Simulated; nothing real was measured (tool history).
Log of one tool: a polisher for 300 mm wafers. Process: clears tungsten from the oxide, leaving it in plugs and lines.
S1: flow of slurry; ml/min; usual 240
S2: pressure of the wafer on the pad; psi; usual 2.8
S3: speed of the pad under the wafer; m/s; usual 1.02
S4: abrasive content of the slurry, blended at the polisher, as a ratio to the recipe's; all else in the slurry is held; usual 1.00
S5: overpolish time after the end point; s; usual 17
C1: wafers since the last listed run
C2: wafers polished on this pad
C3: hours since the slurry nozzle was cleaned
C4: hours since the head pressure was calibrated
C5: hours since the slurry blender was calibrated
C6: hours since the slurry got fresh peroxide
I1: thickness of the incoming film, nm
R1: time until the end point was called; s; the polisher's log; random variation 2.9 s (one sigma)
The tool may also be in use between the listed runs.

{"run": 1, "hour": 0.0, "S1": 240, "S2": 2.8, "S3": 1.02, "S4": 0.85, "S5": 17, "C1": 0, "C2": 106, "C3": 382.3, "C4": 505.1, "C5": 258.2, "C6": 231.7, "I1": 433.7, "R1": 153.6}
{"hour": 19.0, "done": "slurry tank refilled with fresh slurry and peroxide"}
{"hour": 22.7, "done": "slurry blender recalibrated"}
{"run": 2, "hour": 33.9, "S1": 240, "S2": 2.8, "S3": 1.02, "S4": 1.0, "S5": 17, "C1": 298, "C2": 405, "C3": 416.2, "C4": 539.0, "C5": 11.2, "C6": 14.9, "I1": 424.6, "R1": 140.7}
{"run": 3, "hour": 65.4, "S1": 240, "S2": 3.2, "S3": 1.02, "S4": 1.0, "S5": 17, "C1": 304, "C2": 709, "C3": 447.7, "C4": 570.5, "C5": 42.7, "C6": 46.4, "I1": 432.0, "R1": 133.0}
{"run": 4, "hour": 89.9, "S1": 240, "S2": 3.2, "S3": 1.02, "S4": 1.0, "S5": 17, "C1": 236, "C2": 945, "C3": 472.2, "C4": 595.0, "C5": 67.2, "C6": 70.9, "I1": 431.2, "R1": 134.4}
{"run": 5, "hour": 108.6, "S1": 240, "S2": 2.8, "S3": 1.02, "S4": 1.0, "S5": 17, "C1": 180, "C2": 1126, "C3": 490.9, "C4": 613.7, "C5": 85.9, "C6": 89.6, "I1": 423.8, "R1": 144.4}
{"run": 6, "hour": 134.2, "S1": 240, "S2": 2.8, "S3": 1.2, "S4": 1.0, "S5": 17, "C1": 247, "C2": 1373, "C3": 516.5, "C4": 639.3, "C5": 111.5, "C6": 115.2, "I1": 429.4, "R1": 131.9}
{"run": 7, "hour": 158.4, "S1": 280, "S2": 3.3, "S3": 1.02, "S4": 1.0, "S5": 17, "C1": 233, "C2": 1607, "C3": 540.7, "C4": 663.5, "C5": 135.7, "C6": 139.4, "I1": 434.3, "R1": 126.5}
{"run": 8, "hour": 173.0, "S1": 170, "S2": 2.8, "S3": 1.14, "S4": 1.0, "S5": 20, "C1": 140, "C2": 1748, "C3": 555.3, "C4": 678.1, "C5": 150.3, "C6": 154.0, "I1": 429.4, "R1": 140.8}
{"run": 9, "hour": 188.4, "S1": 240, "S2": 2.8, "S3": 1.02, "S4": 1.0, "S5": 17, "C1": 148, "C2": 1896, "C3": 570.7, "C4": 693.5, "C5": 165.7, "C6": 169.4, "I1": 428.0, "R1": 157.4}
{"run": 10, "hour": 221.5, "S1": 240, "S2": 2.8, "S3": 1.02, "S4": 1.0, "S5": 24, "C1": 319, "C2": 2216, "C3": 603.8, "C4": 726.6, "C5": 198.8, "C6": 202.5, "I1": 433.8, "R1": 162.9}
{"run": 11, "hour": 247.4, "S1": 240, "S2": 2.8, "S3": 1.02, "S4": 0.8, "S5": 17, "C1": 250, "C2": 2466, "C3": 629.7, "C4": 752.5, "C5": 224.7, "C6": 228.4, "I1": 425.7, "R1": 170.9}
{"hour": 252.8, "done": "slurry tank refilled with fresh slurry and peroxide"}
{"hour": 290.7, "done": "slurry blender recalibrated"}
{"hour": 292.5, "done": "worn pad replaced by a new one"}
{"run": 12, "hour": 332.1, "S1": 240, "S2": 3.1, "S3": 1.02, "S4": 1.0, "S5": 17, "C1": 772, "C2": 382, "C3": 714.4, "C4": 837.2, "C5": 41.4, "C6": 79.3, "I1": 426.3, "R1": 137.2}
{"hour": 357.0, "done": "slurry nozzle cleaned"}
{"run": 13, "hour": 360.4, "S1": 240, "S2": 2.8, "S3": 1.02, "S4": 0.8, "S5": 13, "C1": 263, "C2": 646, "C3": 3.4, "C4": 865.5, "C5": 69.7, "C6": 107.6, "I1": 431.2, "R1": 161.4}
{"run": 14, "hour": 373.2, "S1": 240, "S2": 3.7, "S3": 1.02, "S4": 1.0, "S5": 17, "C1": 123, "C2": 769, "C3": 16.2, "C4": 878.3, "C5": 82.5, "C6": 120.4, "I1": 428.6, "R1": 115.0}
{"run": 15, "hour": 405.5, "S1": 240, "S2": 3.3, "S3": 1.02, "S4": 1.0, "S5": 17, "C1": 311, "C2": 1081, "C3": 48.5, "C4": 910.6, "C5": 114.8, "C6": 152.7, "I1": 423.9, "R1": 132.1}
{"run": 16, "hour": 439.4, "S1": 240, "S2": 3.7, "S3": 1.02, "S4": 1.0, "S5": 17, "C1": 327, "C2": 1409, "C3": 82.4, "C4": 944.5, "C5": 148.7, "C6": 186.6, "I1": 428.3, "R1": 118.4}
{"run": 17, "hour": 467.1, "S1": 240, "S2": 2.8, "S3": 1.02, "S4": 1.0, "S5": 17, "C1": 267, "C2": 1676, "C3": 110.1, "C4": 972.2, "C5": 176.4, "C6": 214.3, "I1": 425.8, "R1": 158.5}
{"run": 18, "hour": 493.2, "S1": 240, "S2": 2.8, "S3": 1.12, "S4": 1.0, "S5": 17, "C1": 252, "C2": 1928, "C3": 136.2, "C4": 998.3, "C5": 202.5, "C6": 240.4, "I1": 431.1, "R1": 140.6}
{"hour": 512.7, "done": "head pressure recalibrated"}
{"hour": 545.4, "done": "slurry tank refilled with fresh slurry and peroxide"}
{"hour": 550.3, "done": "worn pad replaced by a new one"}
{"hour": 560.9, "done": "slurry blender recalibrated"}
{"run": 19, "hour": 574.4, "S1": 195, "S2": 3.7, "S3": 1.3, "S4": 0.85, "S5": 17, "C1": 697, "C2": 213, "C3": 217.4, "C4": 61.7, "C5": 13.5, "C6": 29.0, "I1": 434.9, "R1": 95.8}
{"run": 20, "hour": 588.8, "S1": 240, "S2": 2.8, "S3": 1.02, "S4": 1.0, "S5": 17, "C1": 139, "C2": 352, "C3": 231.8, "C4": 76.1, "C5": 27.9, "C6": 43.4, "I1": 427.9, "R1": 144.9}
{"run": 21, "hour": 665.7, "S1": 170, "S2": 2.8, "S3": 1.02, "S4": 1.1, "S5": 17, "C1": 742, "C2": 1095, "C3": 308.7, "C4": 153.0, "C5": 104.8, "C6": 120.3, "I1": 434.3, "R1": 145.1}
{"run": 22, "hour": 695.3, "S1": 240, "S2": 2.8, "S3": 1.02, "S4": 1.0, "S5": 17, "C1": 285, "C2": 1381, "C3": 338.3, "C4": 182.6, "C5": 134.4, "C6": 149.9, "I1": 430.3, "R1": 155.0}
{"run": 23, "hour": 728.4, "S1": 240, "S2": 2.8, "S3": 1.02, "S4": 1.0, "S5": 25, "C1": 319, "C2": 1700, "C3": 371.4, "C4": 215.7, "C5": 167.5, "C6": 183.0, "I1": 427.0, "R1": 154.8}
{"run": 24, "hour": 750.2, "S1": 240, "S2": 3.1, "S3": 1.02, "S4": 1.1, "S5": 17, "C1": 210, "C2": 1911, "C3": 393.2, "C4": 237.5, "C5": 189.3, "C6": 204.8, "I1": 433.2, "R1": 137.4}
{"run": 25, "hour": 784.6, "S1": 160, "S2": 1.9, "S3": 0.8, "S4": 1.0, "S5": 17, "C1": 332, "C2": 2243, "C3": 427.6, "C4": 271.9, "C5": 223.7, "C6": 239.2, "I1": 433.3, "R1": 308.6}
{"hour": 796.7, "done": "slurry blender recalibrated"}
{"hour": 803.7, "done": "worn pad replaced by a new one"}
{"run": 26, "hour": 804.2, "S1": 240, "S2": 3.1, "S3": 1.02, "S4": 1.2, "S5": 26, "C1": 131, "C2": 4, "C3": 447.2, "C4": 291.5, "C5": 7.5, "C6": 258.8, "I1": 429.6, "R1": 121.4}
{"hour": 811.5, "done": "slurry tank refilled with fresh slurry and peroxide"}
{"run": 27, "hour": 833.1, "S1": 305, "S2": 2.8, "S3": 0.9, "S4": 1.0, "S5": 11, "C1": 269, "C2": 273, "C3": 476.1, "C4": 320.4, "C5": 36.4, "C6": 21.6, "I1": 431.7, "R1": 159.6}

3 ways to go on from here, each from the tool as it stands after run 27. What would each give?
{"run": "A", "hour": 833.6, "S1": 240, "S2": 2.8, "S3": 1.02, "S4": 1.0, "S5": 17, "C1": 4, "C2": 278, "C3": 476.6, "C4": 320.9, "C5": 36.9, "C6": 22.1, "I1": 433.3, "R1": "?"}
{"run": "B", "hour": 833.6, "S1": 265, "S2": 2.8, "S3": 1.02, "S4": 0.9, "S5": 17, "C1": 4, "C2": 278, "C3": 476.6, "C4": 320.9, "C5": 36.9, "C6": 22.1, "I1": 433.3, "R1": "?"}
{"run": "C", "hour": 833.6, "S1": 240, "S2": 3.6, "S3": 0.9, "S4": 0.9, "S5": 21, "C1": 4, "C2": 278, "C3": 476.6, "C4": 320.9, "C5": 36.9, "C6": 22.1, "I1": 433.3, "R1": "?"}

run=A R1=148.7
run=B R1=152.5
run=C R1=135.4
Without the tool's hidden state the same runs would have given:
run=A R1=146.4
run=B R1=150.1
run=C R1=133.3

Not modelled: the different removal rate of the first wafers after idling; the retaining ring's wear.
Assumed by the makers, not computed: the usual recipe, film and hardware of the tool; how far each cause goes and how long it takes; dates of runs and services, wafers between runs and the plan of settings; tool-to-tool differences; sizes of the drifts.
